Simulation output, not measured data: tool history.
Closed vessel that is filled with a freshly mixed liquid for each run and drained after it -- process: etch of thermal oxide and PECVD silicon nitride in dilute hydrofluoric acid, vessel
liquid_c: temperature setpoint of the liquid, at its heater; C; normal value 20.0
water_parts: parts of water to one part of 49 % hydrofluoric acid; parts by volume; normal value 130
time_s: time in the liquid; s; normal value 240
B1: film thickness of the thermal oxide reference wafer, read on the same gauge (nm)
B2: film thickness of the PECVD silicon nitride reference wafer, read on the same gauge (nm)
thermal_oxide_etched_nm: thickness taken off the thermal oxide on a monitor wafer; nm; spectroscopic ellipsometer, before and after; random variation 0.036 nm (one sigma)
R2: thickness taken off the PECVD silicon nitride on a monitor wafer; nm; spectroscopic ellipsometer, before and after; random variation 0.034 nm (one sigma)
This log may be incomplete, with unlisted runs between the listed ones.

Run 1, day 0.000: usual settings; B1 29.98; B2 130.03. Result: thermal_oxide_etched_nm 7.20 nm, R2 7.18 nm.
Run 2, day 1.642: usual settings; B1 30.02; B2 129.95. Result: thermal_oxide_etched_nm 7.22 nm, R2 7.19 nm.
At day 3.479: gauge calibrated.
Run 3, day 3.733: usual settings; B1 29.99; B2 130.05. Result: thermal_oxide_etched_nm 7.19 nm, R2 7.21 nm.
Run 4, day 6.117: usual settings; B1 29.99; B2 130.05. Result: thermal_oxide_etched_nm 7.15 nm, R2 7.13 nm.
Run 5, day 7.558: usual settings but water_parts 160 parts by volume; B1 29.97; B2 130.01. Result: thermal_oxide_etched_nm 5.68 nm, R2 5.85 nm.
Run 6, day 8.096: usual settings; B1 30.00; B2 130.01. Result: thermal_oxide_etched_nm 7.21 nm, R2 7.20 nm.
At day 9.221: thermometer replaced.
Run 7, day 9.358: usual settings; B1 30.02; B2 129.97. Result: thermal_oxide_etched_nm 7.17 nm, R2 7.18 nm.
At day 9.717: hydrofluoric acid flow meter replaced.
Run 8, day 10.146: usual settings; B1 30.02; B2 129.98. Result: thermal_oxide_etched_nm 7.19 nm, R2 7.18 nm.
Run 9, day 10.792: usual settings but time_s 195 s; B1 30.03; B2 130.00. Result: thermal_oxide_etched_nm 5.85 nm, R2 5.83 nm.
Run 10, day 11.400: usual settings but water_parts 175 parts by volume; B1 30.01; B2 130.01. Result: thermal_oxide_etched_nm 5.10 nm, R2 5.40 nm.
Run 11, day 12.417: usual settings but liquid_c 18.5 C, time_s 95 s; B1 30.02; B2 130.00. Result: thermal_oxide_etched_nm 2.68 nm, R2 2.56 nm.
Run 12, day 13.200: usual settings but time_s 180 s; B1 30.00; B2 129.93. Result: thermal_oxide_etched_nm 5.41 nm, R2 5.39 nm.
Run 13, day 14.542: usual settings but liquid_c 17.0 C, water_parts 180 parts by volume; B1 30.01; B2 129.99. Result: thermal_oxide_etched_nm 4.42 nm, R2 4.27 nm.
Run 14, day 15.358: usual settings but liquid_c 23.0 C, water_parts 155 parts by volume, time_s 190 s; B1 30.01; B2 129.98. Result: thermal_oxide_etched_nm 5.24 nm, R2 5.86 nm.
Run 15, day 16.450: usual settings but water_parts 170 parts by volume, time_s 125 s; B1 30.03; B2 129.98. Result: thermal_oxide_etched_nm 2.76 nm, R2 2.85 nm.
Run 16, day 16.988: usual settings; B1 29.99; B2 130.01. Result: thermal_oxide_etched_nm 7.24 nm, R2 7.17 nm.
Run 17, day 17.575: usual settings but liquid_c 24.5 C, water_parts 170 parts by volume, time_s 380 s; B1 30.03; B2 129.99. Result: thermal_oxide_etched_nm 10.03 nm, R2 11.67 nm.
Run 18, day 18.471: usual settings but time_s 135 s; B1 30.00; B2 129.94. Result: thermal_oxide_etched_nm 4.08 nm, R2 4.04 nm.
Run 19, day 19.954: usual settings but liquid_c 18.0 C, water_parts 170 parts by volume, time_s 300 s; B1 29.98; B2 129.97. Result: thermal_oxide_etched_nm 6.06 nm, R2 6.06 nm.

The next listed run, before its measurement:
Run 20, day 21.379: usual settings; B1 ?; B2 ?. Result: thermal_oxide_etched_nm ?, R2 ?.

Run 20 came out at B1 30.00, B2 130.01, thermal_oxide_etched_nm 7.14 nm, R2 7.19 nm.
Were there no unlogged condition in the tool, this run, its random variation unchanged, would have produced thermal_oxide_etched_nm 7.14 nm, R2 7.19 nm.
